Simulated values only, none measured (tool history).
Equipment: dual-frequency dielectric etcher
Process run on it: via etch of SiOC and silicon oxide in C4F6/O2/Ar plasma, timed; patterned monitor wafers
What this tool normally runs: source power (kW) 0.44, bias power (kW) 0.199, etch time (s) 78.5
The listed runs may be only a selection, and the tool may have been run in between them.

run	hour	source power (kW)	bias power (kW)	etch time (s)	wafers since the last listed run	hours since the last wet clean	hours since the last source power generator calibration	hours since the last bias power generator calibration	hours since the last upper electrode change	hours since the gauge calibration	read-back reference wafer on the same gauge, depth_nm	mean etch depth across the wafer (nm)
1	0	0.44	0.199	78.5	0	217.3	3867.5	2307	3995.8	210.5	114.1	102.1
# hour 4.5: gauge calibrated
2	23.1	0.44	0.199	78.5	179	240.4	3890.6	2330.1	4018.9	18.6	114.9	103.2
3	58.9	0.44	0.199	78.5	277	276.2	3926.4	2365.9	4054.7	54.4	114.6	102.8
4	78.3	0.44	0.199	78.5	150	295.6	3945.8	2385.3	4074.1	73.8	114.6	102.8
5	104.3	0.44	0.199	78.5	201	321.6	3971.8	2411.3	4100.1	99.8	114.5	102.1
6	130.6	0.44	0.199	78.5	203	347.9	3998.1	2437.6	4126.4	126.1	114.4	102.7
7	159.2	0.44	0.199	78.5	221	376.5	4026.7	2466.2	4155	154.7	114.2	102.3
8	241.3	0.44	0.199	78.5	636	458.6	4108.8	2548.3	4237.1	236.8	113.8	102.3
9	266	0.44	0.236	78.5	191	483.3	4133.5	2573	4261.8	261.5	113.7	107.4
# hour 273.3: gauge calibrated
# hour 297: bias power generator calibrated
10	297.5	0.51	0.218	78.5	213	514.8	4165	0.5	4293.3	24.2	115	114.6
# hour 332: wet clean of the chamber
# hour 333.7: source power generator calibrated
# hour 335: upper electrode replaced
11	335.5	0.44	0.155	78.5	85	3.5	1.8	38.5	0.5	62.2	114.8	96
12	335.9	0.49	0.22	70	3	3.9	2.2	38.9	0.9	62.6	114.8	100.6
13	344.2	0.44	0.199	78.5	64	12.2	10.5	47.2	9.2	70.9	114.8	102.9
14	368.5	0.47	0.167	69.5	188	36.5	34.8	71.5	33.5	95.2	114.7	89.8
15	390.7	0.44	0.199	78.5	172	58.7	57	93.7	55.7	117.4	114.5	103.1
16	423.8	0.33	0.157	78.5	256	91.8	90.1	126.8	88.8	150.5	114.4	80.2

What if the next run were any one of these 3? Each begins from the tool's condition after run 16:
A	424.2	0.44	0.199	78.5	3	92.2	90.5	127.2	89.2	150.9	?	?
B	424.2	0.36	0.185	78.5	3	92.2	90.5	127.2	89.2	150.9	?	?
C	424.2	0.35	0.227	78.5	3	92.2	90.5	127.2	89.2	150.9	?	?

run	read-back reference wafer on the same gauge, depth_nm	mean etch depth across the wafer (nm)
A	114.4	102.2
B	114.4	88.8
C	114.4	93
Stripped of hidden state, with their random variation kept, the same runs would have yielded:
run	mean etch depth across the wafer (nm)
A	102.7
B	89.3
C	93.5
